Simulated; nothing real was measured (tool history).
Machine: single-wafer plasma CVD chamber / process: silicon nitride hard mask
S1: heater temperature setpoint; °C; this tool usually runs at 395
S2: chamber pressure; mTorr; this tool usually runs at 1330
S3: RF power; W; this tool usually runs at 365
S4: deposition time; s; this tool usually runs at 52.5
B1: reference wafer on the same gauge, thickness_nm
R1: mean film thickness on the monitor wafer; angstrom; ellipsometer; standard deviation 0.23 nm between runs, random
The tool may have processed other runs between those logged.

run,day,S1,S2,S3,S4,B1,R1
1,0,395,1330,365,52.5,53.48,602.86
2,3.058,395,1330,365,52.5,53.466,605.9
3,7.5,395,1330,365,52.5,53.476,604.7
4,11.854,395,1330,365,52.5,53.494,605.08
5,13.496,395,1330,390,44.4,53.504,540.56
6,16.396,395,1330,390,44.4,53.476,541.46
# day 17.7: gauge calibrated
# day 17.988: thermocouple changed; heater temperature recalibrated
# day 19.529: showerhead replaced
7,20.308,395,1330,365,52.5,53.486,603.59
8,23.725,395,1330,365,52.5,53.507,601.42
9,25.679,387,1530,400,58.3,53.505,762.32
10,29.396,395,1330,405,52.5,53.485,660.81
11,33.642,395,1330,365,52.5,53.517,602.45
12,35.275,395,1330,365,61.4,53.525,709.34
13,38.25,395,1330,365,52.5,53.514,601.98
14,41.717,395,1200,365,44.8,53.479,494.13

What will run 15 give?
15,44.321,395,1330,365,52.5,?,?

{"run 15": {"B1": 53.511, "R1": 600.03}}
If the tool had no hidden condition, the same run with the same run-to-run variation would have returned R1 610.86 angstrom.

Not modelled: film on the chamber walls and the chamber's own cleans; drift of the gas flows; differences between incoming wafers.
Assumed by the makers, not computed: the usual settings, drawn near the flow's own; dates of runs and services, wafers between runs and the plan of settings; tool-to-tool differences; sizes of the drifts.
